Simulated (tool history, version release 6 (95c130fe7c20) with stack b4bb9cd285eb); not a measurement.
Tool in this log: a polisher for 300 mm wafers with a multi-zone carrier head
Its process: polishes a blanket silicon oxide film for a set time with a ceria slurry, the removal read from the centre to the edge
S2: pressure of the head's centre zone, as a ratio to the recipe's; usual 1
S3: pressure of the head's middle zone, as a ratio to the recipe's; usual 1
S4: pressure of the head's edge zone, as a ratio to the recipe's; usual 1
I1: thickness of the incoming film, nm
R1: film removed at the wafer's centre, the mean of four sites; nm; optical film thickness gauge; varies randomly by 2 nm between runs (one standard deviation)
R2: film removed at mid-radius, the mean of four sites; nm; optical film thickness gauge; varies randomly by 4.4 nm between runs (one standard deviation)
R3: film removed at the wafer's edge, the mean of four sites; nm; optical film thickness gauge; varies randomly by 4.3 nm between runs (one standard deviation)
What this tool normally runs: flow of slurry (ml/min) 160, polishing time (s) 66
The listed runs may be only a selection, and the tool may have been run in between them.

Run 1, hour 0: usual settings but S4 1.09; I1 971.5. Result: R1 290.8 nm, R2 297.6 nm, R3 302.6 nm.
Run 2, hour 9.5: usual settings; I1 962.8. Result: R1 294.5 nm, R2 297.2 nm, R3 291.6 nm.
Run 3, hour 25: usual settings but S3 1.07; I1 959.1. Result: R1 292.5 nm, R2 315.1 nm, R3 283 nm.
Run 4, hour 31.5: usual settings; I1 966.4. Result: R1 294.6 nm, R2 300.1 nm, R3 289.6 nm.
Run 5, hour 38.3: usual settings but S2 0.94, S4 0.94, polishing time (s) 88; I1 962. Result: R1 365.6 nm, R2 395.3 nm, R3 380.7 nm.
Run 6, hour 49.5: usual settings but polishing time (s) 57; I1 960. Result: R1 253.1 nm, R2 262.4 nm, R3 252 nm.
At hour 54.4: edge zone pressure recalibrated.
Run 7, hour 65.8: usual settings but flow of slurry (ml/min) 130, S2 0.93, S3 1.05, polishing time (s) 82; I1 983. Result: R1 324.5 nm, R2 377.6 nm, R3 355.3 nm.
Run 8, hour 76.8: usual settings; I1 985.2. Result: R1 291.4 nm, R2 294.6 nm, R3 291.1 nm.
Run 9, hour 88.7: usual settings but S3 1.1, S4 1.06; I1 976.5. Result: R1 290.6 nm, R2 322.4 nm, R3 302.1 nm.
At hour 104.8: worn pad replaced by a new one.
Run 10, hour 105.3: usual settings but S2 1.07, S4 0.9, polishing time (s) 52; I1 971.2. Result: R1 245 nm, R2 237.8 nm, R3 223.4 nm.
Run 11, hour 145.6: usual settings but flow of slurry (ml/min) 110, S2 0.88, S3 1.09; I1 966.6. Result: R1 234.6 nm, R2 294.9 nm, R3 269.2 nm.
Run 12, hour 160.3: usual settings but flow of slurry (ml/min) 205, S2 1.05, S3 0.92, polishing time (s) 83; I1 961.3. Result: R1 407.7 nm, R2 363.9 nm, R3 373.5 nm.
Run 13, hour 166.4: usual settings but S3 1.04, S4 0.91, polishing time (s) 76; I1 988.4. Result: R1 337.4 nm, R2 364.8 nm, R3 320.1 nm.
Run 14, hour 177.6: usual settings; I1 967.2. Result: R1 288.3 nm, R2 299.6 nm, R3 295.4 nm.
Run 15, hour 191: usual settings; I1 968.8. Result: R1 295.5 nm, R2 294.4 nm, R3 280.9 nm.
Run 16, hour 204.8: usual settings but flow of slurry (ml/min) 125, S4 0.93, polishing time (s) 88; I1 985.7. Result: R1 369.2 nm, R2 376.4 nm, R3 362.7 nm.
At hour 224: worn pad replaced by a new one.
Run 17, hour 224.5: usual settings but polishing time (s) 74; I1 957.9. Result: R1 332.4 nm, R2 344.5 nm, R3 315.2 nm.
Run 18, hour 229.4: usual settings; I1 966.2. Result: R1 293.2 nm, R2 300.1 nm, R3 298.8 nm.
Run 19, hour 237.5: usual settings but S3 1.1; I1 983.1. Result: R1 296 nm, R2 318.2 nm, R3 289.5 nm.
Run 20, hour 244: usual settings; I1 959.7. Result: R1 292.5 nm, R2 297.9 nm, R3 294.2 nm.
Run 21, hour 261.2: usual settings but S3 1.07, polishing time (s) 74; I1 969. Result: R1 330 nm, R2 357.1 nm, R3 322.8 nm.

Here are 5 independent what-if runs from the current tool condition. What would each one return?
Run A, hour 261.6: usual settings; I1 971. Result: R1 ?, R2 ?, R3 ?.
Run B, hour 261.6: usual settings but flow of slurry (ml/min) 130, S3 0.95, S4 1.09; I1 971. Result: R1 ?, R2 ?, R3 ?.
Run C, hour 261.6: usual settings but flow of slurry (ml/min) 145, S2 0.95, S3 0.9, S4 0.97; I1 971. Result: R1 ?, R2 ?, R3 ?.
Run D, hour 261.6: usual settings but S3 0.92; I1 971. Result: R1 ?, R2 ?, R3 ?.
Run E, hour 261.6: usual settings but flow of slurry (ml/min) 140, S3 0.96, S4 0.96, polishing time (s) 84; I1 971. Result: R1 ?, R2 ?, R3 ?.

run     R1     R2     R3
  A  292.8    290  295.3
  B  278.9    266  298.3
  C  271.9  260.5  287.7
  D  292.7  270.4  295.7
  E  361.6  347.3  362.3
With the hidden condition removed and each run's random variation left untouched, the same runs would have given:
run     R1     R2     R3
  A  292.8    290  295.3
  B  278.9    266  298.3
  C  271.9  260.5  287.7
  D  292.7  270.4  295.7
  E  361.6  347.3  362.3
